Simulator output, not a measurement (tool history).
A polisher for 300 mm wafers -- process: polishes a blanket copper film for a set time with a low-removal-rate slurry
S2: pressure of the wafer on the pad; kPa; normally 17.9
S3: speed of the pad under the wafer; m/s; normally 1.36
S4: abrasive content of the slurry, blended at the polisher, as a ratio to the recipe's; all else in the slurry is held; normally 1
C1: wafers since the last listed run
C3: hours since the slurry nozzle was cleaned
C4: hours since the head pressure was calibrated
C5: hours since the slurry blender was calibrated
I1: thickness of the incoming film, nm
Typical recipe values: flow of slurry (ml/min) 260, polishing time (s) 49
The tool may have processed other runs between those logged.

Run 1, hour 0: usual settings; C1 0; wafers polished on this pad 1846; C3 154.4; C4 440; C5 39.2; I1 1305.8. Result: film removed (Å) 1472.
Run 2, hour 33.5: usual settings; C1 424; wafers polished on this pad 2270; C3 187.9; C4 473.5; C5 72.7; I1 1304.6. Result: film removed (Å) 1459.
Run 3, hour 82.1: usual settings; C1 615; wafers polished on this pad 2886; C3 236.5; C4 522.1; C5 121.3; I1 1301.1. Result: film removed (Å) 1463.
Run 4, hour 142.9: usual settings; C1 770; wafers polished on this pad 3656; C3 297.3; C4 582.9; C5 182.1; I1 1311.1. Result: film removed (Å) 1441.
Run 5, hour 201.9: usual settings; C1 747; wafers polished on this pad 4403; C3 356.3; C4 641.9; C5 241.1; I1 1309.9. Result: film removed (Å) 1435.
Run 6, hour 230.4: usual settings; C1 361; wafers polished on this pad 4764; C3 384.8; C4 670.4; C5 269.6; I1 1300.4. Result: film removed (Å) 1466.
At hour 242.2: head pressure recalibrated.
At hour 263.8: worn pad replaced by a new one.
Run 7, hour 272.2: usual settings but S2 13.1 kPa; C1 453; wafers polished on this pad 105; C3 426.6; C4 30; C5 311.4; I1 1331.5. Result: film removed (Å) 1099.
Run 8, hour 302.7: usual settings; C1 386; wafers polished on this pad 492; C3 457.1; C4 60.5; C5 341.9; I1 1320.7. Result: film removed (Å) 1396.
Run 9, hour 368.2: usual settings; C1 829; wafers polished on this pad 1321; C3 522.6; C4 126; C5 407.4; I1 1329. Result: film removed (Å) 1428.
At hour 369.2: slurry nozzle cleaned.
At hour 382.8: slurry blender recalibrated.
Run 10, hour 437.7: usual settings but flow of slurry (ml/min) 205; C1 842; wafers polished on this pad 2164; C3 68.5; C4 195.5; C5 54.9; I1 1314.5. Result: film removed (Å) 1448.
Run 11, hour 484.6: usual settings but flow of slurry (ml/min) 205; C1 594; wafers polished on this pad 2758; C3 115.4; C4 242.4; C5 101.8; I1 1298.7. Result: film removed (Å) 1439.
Run 12, hour 549.8: usual settings but flow of slurry (ml/min) 205; C1 825; wafers polished on this pad 3584; C3 180.6; C4 307.6; C5 167; I1 1306. Result: film removed (Å) 1476.
Run 13, hour 596.8: usual settings; C1 595; wafers polished on this pad 4179; C3 227.6; C4 354.6; C5 214; I1 1313.5. Result: film removed (Å) 1487.
At hour 647.3: worn pad replaced by a new one.
Run 14, hour 647.8: usual settings but S3 1.16 m/s; C1 595; wafers polished on this pad 6; C3 278.6; C4 405.6; C5 265; I1 1312.3. Result: film removed (Å) 1240.
Run 15, hour 705.1: usual settings; C1 725; wafers polished on this pad 732; C3 335.9; C4 462.9; C5 322.3; I1 1306. Result: film removed (Å) 1454.
Run 16, hour 761: usual settings but S4 0.75, polishing time (s) 43; C1 708; wafers polished on this pad 1440; C3 391.8; C4 518.8; C5 378.2; I1 1320.4. Result: film removed (Å) 1262.
At hour 771.8: slurry blender recalibrated.
Run 17, hour 808.8: usual settings but flow of slurry (ml/min) 205, S3 1.68 m/s; C1 580; wafers polished on this pad 2020; C3 439.6; C4 566.6; C5 37; I1 1337.2. Result: film removed (Å) 1775.
Run 18, hour 911.4: usual settings but flow of slurry (ml/min) 310, polishing time (s) 57; C1 1299; wafers polished on this pad 3320; C3 542.2; C4 669.2; C5 139.6; I1 1334. Result: film removed (Å) 1686.
At hour 972.4: worn pad replaced by a new one.
At hour 975.8: head pressure recalibrated.
Run 19, hour 976.8: usual settings but S2 21.4 kPa, S4 0.85; C1 752; wafers polished on this pad 30; C3 607.6; C4 1; C5 205; I1 1336.4. Result: film removed (Å) 1617.
Run 20, hour 1009: usual settings; C1 407; wafers polished on this pad 438; C3 639.8; C4 33.2; C5 237.2; I1 1314.6. Result: film removed (Å) 1398.
At hour 1014: slurry nozzle cleaned.
Run 21, hour 1070.5: usual settings but flow of slurry (ml/min) 315, S2 13.1 kPa, S3 1.18 m/s; C1 766; wafers polished on this pad 1205; C3 56.5; C4 94.7; C5 298.7; I1 1317.7. Result: film removed (Å) 1022.
Run 22, hour 1101.4: usual settings but flow of slurry (ml/min) 175, S2 14.5 kPa, S4 1.3; C1 391; wafers polished on this pad 1596; C3 87.4; C4 125.6; C5 329.6; I1 1309.6. Result: film removed (Å) 1255.
Run 23, hour 1146.6: usual settings but S2 16.5 kPa, S3 1.82 m/s; C1 572; wafers polished on this pad 2169; C3 132.6; C4 170.8; C5 374.8; I1 1314.9. Result: film removed (Å) 1826.
At hour 1167.9: slurry blender recalibrated.
Run 24, hour 1193.3: usual settings but S2 13.8 kPa, S3 1 m/s; C1 566; wafers polished on this pad 2735; C3 179.3; C4 217.5; C5 25.4; I1 1302.3. Result: film removed (Å) 848.
Run 25, hour 1259.3: usual settings but flow of slurry (ml/min) 290, S2 14.5 kPa, S3 0.9 m/s, polishing time (s) 64; C1 836; wafers polished on this pad 3571; C3 245.3; C4 283.5; C5 91.4; I1 1308.6. Result: film removed (Å) 1082.
Run 26, hour 1326.1: usual settings but S2 11.7 kPa, S3 1.52 m/s; C1 846; wafers polished on this pad 4417; C3 312.1; C4 350.3; C5 158.2; I1 1324. Result: film removed (Å) 1134.
Run 27, hour 1388.9: usual settings; C1 795; wafers polished on this pad 5213; C3 374.9; C4 413.1; C5 221; I1 1323.8. Result: film removed (Å) 1445.
At hour 1395.9: worn pad replaced by a new one.
Run 28, hour 1434.7: usual settings; C1 529; wafers polished on this pad 491; C3 420.7; C4 458.9; C5 266.8; I1 1320. Result: film removed (Å) 1461.
Run 29, hour 1494.9: usual settings but S2 15.9 kPa, S3 1.76 m/s, S4 1.2, polishing time (s) 59; C1 762; wafers polished on this pad 1254; C3 480.9; C4 519.1; C5 327; I1 1306.2. Result: film removed (Å) 2073.
At hour 1534.5: slurry blender recalibrated.
Run 30, hour 1564.4: usual settings; C1 855; wafers polished on this pad 2109; C3 550.4; C4 588.6; C5 29.9; I1 1336.3. Result: film removed (Å) 1419.

Hidden condition of the tool, last listed run before each entry between runs versus first listed run after:
Between runs 6 and 7: head pressure recalibrated (hour 242.2); worn pad replaced by a new one (hour 263.8)
  slurry flow missing at the pad, %: 21.9 -> 25.7
  the result without the hidden state subtracted from the measured one, film removed (Å): -34 -> -31
Between runs 9 and 10: slurry nozzle cleaned (hour 369.2); slurry blender recalibrated (hour 382.8)
  slurry flow missing at the pad, %: 35.8 -> 1.07
  the result without the hidden state subtracted from the measured one, film removed (Å): -63 -> -2
Between runs 13 and 14: worn pad replaced by a new one (hour 647.3)
  slurry flow missing at the pad, %: 6.3 -> 9.17
  the result without the hidden state subtracted from the measured one, film removed (Å): -9 -> -11
Between runs 16 and 17: slurry blender recalibrated (hour 771.8)
  slurry flow missing at the pad, %: 17.6 -> 22
  the result without the hidden state subtracted from the measured one, film removed (Å): -22 -> -49
Between runs 18 and 19: worn pad replaced by a new one (hour 972.4); head pressure recalibrated (hour 975.8)
  slurry flow missing at the pad, %: 33.2 -> 41.6
  the result without the hidden state subtracted from the measured one, film removed (Å): -58 -> -89
Between runs 20 and 21: slurry nozzle cleaned (hour 1014)
  slurry flow missing at the pad, %: 46 -> 1.67
  the result without the hidden state subtracted from the measured one, film removed (Å): -91 -> -1
Between runs 23 and 24: slurry blender recalibrated (hour 1167.9)
  slurry flow missing at the pad, %: 3.27 -> 4.89
  the result without the hidden state subtracted from the measured one, film removed (Å): -6 -> -4
Between runs 27 and 28: worn pad replaced by a new one (hour 1395.9)
  slurry flow missing at the pad, %: 16.9 -> 21
  the result without the hidden state subtracted from the measured one, film removed (Å): -24 -> -32
Between runs 29 and 30: slurry blender recalibrated (hour 1534.5)
  slurry flow missing at the pad, %: 27 -> 35
  the result without the hidden state subtracted from the measured one, film removed (Å): -62 -> -61

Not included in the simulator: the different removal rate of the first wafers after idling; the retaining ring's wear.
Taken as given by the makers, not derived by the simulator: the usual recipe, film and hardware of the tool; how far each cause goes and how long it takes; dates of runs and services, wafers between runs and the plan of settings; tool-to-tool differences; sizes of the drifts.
